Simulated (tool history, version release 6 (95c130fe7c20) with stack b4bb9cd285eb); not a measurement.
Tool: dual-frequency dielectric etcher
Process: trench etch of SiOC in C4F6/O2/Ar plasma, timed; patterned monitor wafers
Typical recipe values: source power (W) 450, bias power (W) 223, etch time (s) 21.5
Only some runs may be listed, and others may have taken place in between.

run	hour	source power (W)	bias power (W)	etch time (s)	wafers since the last listed run	hours since the last wet clean	hours since the last source power generator calibration	hours since the last bias power generator calibration	hours since the last upper electrode change	hours since the gauge calibration	read-back reference wafer on the same gauge, depth_nm	mean etch depth across the wafer (angstrom)
1	0.0	450	195	18.5	0	5.3	2464.7	464.9	1861.2	1289.1	43.4	419
2	96.0	420	183	21.5	1345	101.3	2560.7	560.9	1957.2	1385.1	43.4	461
3	346.7	420	183	21.5	3513	352.0	2811.4	811.6	2207.9	1635.8	43.4	455
4	415.5	420	183	21.5	964	420.8	2880.2	880.4	2276.7	1704.6	43.4	455
# hour 447.4: gauge calibrated
# hour 487.7: source power generator calibrated
5	514.9	450	223	21.5	1337	520.2	27.2	979.8	2376.1	67.5	43.4	485
# hour 576.0: wet clean of the chamber
6	583.4	450	223	21.5	623	7.4	95.7	1048.3	2444.6	136.0	43.4	477
# hour 628.4: upper electrode replaced
7	639.1	450	223	21.5	444	63.1	151.4	1104.0	10.7	191.7	43.4	475
8	676.1	450	223	21.5	518	100.1	188.4	1141.0	47.7	228.7	43.4	476
# hour 767.2: wet clean of the chamber, repeated, since the last time left the tool worse
9	837.9	450	223	21.5	1931	70.7	350.2	1302.8	209.5	390.5	43.4	505
# hour 893.6: bias power generator calibrated
10	928.3	510	223	20.0	1211	161.1	440.6	34.7	299.9	480.9	43.4	488
11	970.5	550	264	27.0	591	203.3	482.8	76.9	342.1	523.1	43.4	715
12	1007.1	400	272	23.0	513	239.9	519.4	113.5	378.7	559.7	43.4	525
13	1077.7	380	223	21.5	989	310.5	590.0	184.1	449.3	630.3	43.4	456
14	1121.0	510	223	21.5	606	353.8	633.3	227.4	492.6	673.6	43.4	526
15	1161.0	450	223	21.5	560	393.8	673.3	267.4	532.6	713.6	43.4	494
16	1231.3	450	260	25.0	985	464.1	743.6	337.7	602.9	783.9	43.4	585
# hour 1292.3: wet clean of the chamber
17	1292.8	510	223	27.0	525	0.5	805.1	399.2	664.4	845.4	43.4	672
18	1370.1	450	223	21.5	1083	77.8	882.4	476.5	741.7	922.7	43.4	503

What if the next run were any one of these 3? Each begins from the tool's condition after run 18:
A	1370.5	450	271	21.5	5	78.2	882.8	476.9	742.1	923.1	?	?
B	1370.5	490	187	24.5	5	78.2	882.8	476.9	742.1	923.1	?	?
C	1370.5	350	261	24.5	5	78.2	882.8	476.9	742.1	923.1	?	?

run	read-back reference wafer on the same gauge, depth_nm	mean etch depth across the wafer (angstrom)
A	43.4	527
B	43.4	576
C	43.4	526
Without the tool's hidden state the same runs would have given:
run	mean etch depth across the wafer (angstrom)
A	528
B	577
C	527
